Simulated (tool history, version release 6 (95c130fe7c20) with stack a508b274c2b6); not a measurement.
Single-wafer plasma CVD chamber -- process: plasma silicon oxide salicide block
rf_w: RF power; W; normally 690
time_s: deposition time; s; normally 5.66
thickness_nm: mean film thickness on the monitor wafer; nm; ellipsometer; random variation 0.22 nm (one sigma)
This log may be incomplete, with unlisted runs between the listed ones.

run   hour  rf_w  time_s  wafers since the last listed run  hours since the last RF generator calibration  hours since the showerhead was replaced  hours since the gauge calibration  read-back reference wafer on the same gauge, thickness_nm  thickness_nm
  1    0.0   690    6.54                                 0                                         1329.4                                   4126.9                              218.4                                                     65.592        74.653
  2   11.0   690    6.54                               407                                         1340.4                                   4137.9                              229.4                                                     65.593        73.911
  3   33.7   690    5.66                               840                                         1363.1                                   4160.6                              252.1                                                     65.630        63.956
  4   44.6   690    5.66                               403                                         1374.0                                   4171.5                              263.0                                                     65.615        63.828
  5   75.2   690    5.66                              1133                                         1404.6                                   4202.1                              293.6                                                     65.600        64.021
  6   84.9   690    5.66                               359                                         1414.3                                   4211.8                              303.3                                                     65.644        63.667
  7   91.9   690    5.66                               259                                         1421.3                                   4218.8                              310.3                                                     65.568        64.116
  8  101.6   690    5.66                               359                                         1431.0                                   4228.5                              320.0                                                     65.628        64.067
  9  108.3   690    5.66                               248                                         1437.7                                   4235.2                              326.7                                                     65.559        64.482
 10  158.2   690    5.66                              1848                                         1487.6                                   4285.1                              376.6                                                     65.629        63.936
 11  167.9   690    5.66                               359                                         1497.3                                   4294.8                              386.3                                                     65.627        64.027
 12  175.2   690    5.66                               270                                         1504.6                                   4302.1                              393.6                                                     65.622        63.908
 13  187.7   690    5.66                               462                                         1517.1                                   4314.6                              406.1                                                     65.604        64.077
 14  201.2   690    5.66                               499                                         1530.6                                   4328.1                              419.6                                                     65.586        63.893
 15  216.5   690    5.66                               566                                         1545.9                                   4343.4                              434.9                                                     65.602        64.364
 16  230.0   690    5.66                               499                                         1559.4                                   4356.9                              448.4                                                     65.661        63.479
 17  238.7   690    5.66                               322                                         1568.1                                   4365.6                              457.1                                                     65.602        63.583
 18  253.2   655    5.66                               537                                         1582.6                                   4380.1                              471.6                                                     65.605        62.281
 19  265.6   655    5.66                               459                                         1595.0                                   4392.5                              484.0                                                     65.601        61.597
 20  281.9   690    5.66                               603                                         1611.3                                   4408.8                              500.3                                                     65.596        63.906
 21  296.9   690    6.33                               555                                         1626.3                                   4423.8                              515.3                                                     65.606        71.344
 22  312.3   690    6.69                               570                                         1641.7                                   4439.2                              530.7                                                     65.600        75.416
 23  323.8   690    5.66                               425                                         1653.2                                   4450.7                              542.2                                                     65.634        63.457
 24  339.5   605    4.81                               581                                         1668.9                                   4466.4                              557.9                                                     65.632        50.312
 25  356.1   760    4.62                               614                                         1685.5                                   4483.0                              574.5                                                     65.592        54.533
     364.2  -- RF generator calibrated
 26  369.3   615    4.94                               192                                            5.1                                   4496.2                              587.7                                                     65.617        51.182
 27  375.3   755    5.66                               222                                           11.1                                   4502.2                              593.7                                                     65.594        64.981
     400.7  -- gauge calibrated
 28  429.2   555    5.27                              1996                                           65.0                                   4556.1                               28.5                                                     65.566        51.340
 29  447.1   590    5.10                               662                                           82.9                                   4574.0                               46.4                                                     65.612        51.326
 30  463.2   550    6.22                               596                                           99.0                                   4590.1                               62.5                                                     65.599        59.888
 31  473.0   690    5.66                               362                                          108.8                                   4599.9                               72.3                                                     65.589        62.607
     501.2  -- RF generator calibrated, repeated, since the last time left the tool worse
 32  522.6   690    5.66                              1540                                           21.4                                   4649.5                              121.9                                                     65.586        65.894
 33  530.6   600    6.56                               296                                           29.4                                   4657.5                              129.9                                                     65.599        70.831
     553.6  -- showerhead replaced
 34  554.1   690    5.66                               574                                           52.9                                      0.5                              153.4                                                     65.538        65.703
 35  561.3   755    6.63                               266                                           60.1                                      7.7                              160.6                                                     65.574        80.348
 36  573.2   775    6.01                               440                                           72.0                                     19.6                              172.5                                                     65.595        74.031
 37  609.3   730    4.77                              1336                                          108.1                                     55.7                              208.6                                                     65.567        57.013
 38  626.1   590    4.81                               622                                          124.9                                     72.5                              225.4                                                     65.598        51.332
 39  641.6   690    5.66                               574                                          140.4                                     88.0                              240.9                                                     65.621        65.504
 40  657.1   785    5.66                               574                                          155.9                                    103.5                              256.4                                                     65.599        69.146
 41  667.2   585    4.96                               374                                          166.0                                    113.6                              266.5                                                     65.573        52.340
 42  673.8   790    6.01                               244                                          172.6                                    120.2                              273.1                                                     65.544        74.576
 43  690.2   690    5.66                               607                                          189.0                                    136.6                              289.5                                                     65.580        65.462
 44  699.1   690    5.66                               329                                          197.9                                    145.5                              298.4                                                     65.597        65.328

Below, each run's measurement less what the same run would have read without the hidden state. Both values contain the same run-to-run variation, but the gauge's scatter may not be the same in both:
Hidden state at play: delivered RF power above the setpoint (%); gauge reads high (%).
run  thickness_nm
  1        -1.986
  2        -1.982
  3        -1.741
  4        -1.751
  5        -1.792
  6        -1.794
  7        -1.815
  8        -1.826
  9        -1.845
 10        -1.889
 11        -1.903
 12        -1.909
 13        -1.928
 14        -1.939
 15        -1.972
 16        -1.961
 17        -1.974
 18        -1.951
 19        -1.944
 20        -2.036
 21        -2.294
 22        -2.447
 23        -2.072
 24        -1.657
 25        -1.814
 26        -2.938
 27        -3.737
 28        -3.011
 29        -3.029
 30        -3.556
 31        -3.730
 32        -0.222
 33        -0.248
 34        -0.256
 35        -0.322
 36        -0.312
 37        -0.275
 38        -0.262
 39        -0.351
 40        -0.389
 41        -0.303
 42        -0.440
 43        -0.405
 44        -0.413

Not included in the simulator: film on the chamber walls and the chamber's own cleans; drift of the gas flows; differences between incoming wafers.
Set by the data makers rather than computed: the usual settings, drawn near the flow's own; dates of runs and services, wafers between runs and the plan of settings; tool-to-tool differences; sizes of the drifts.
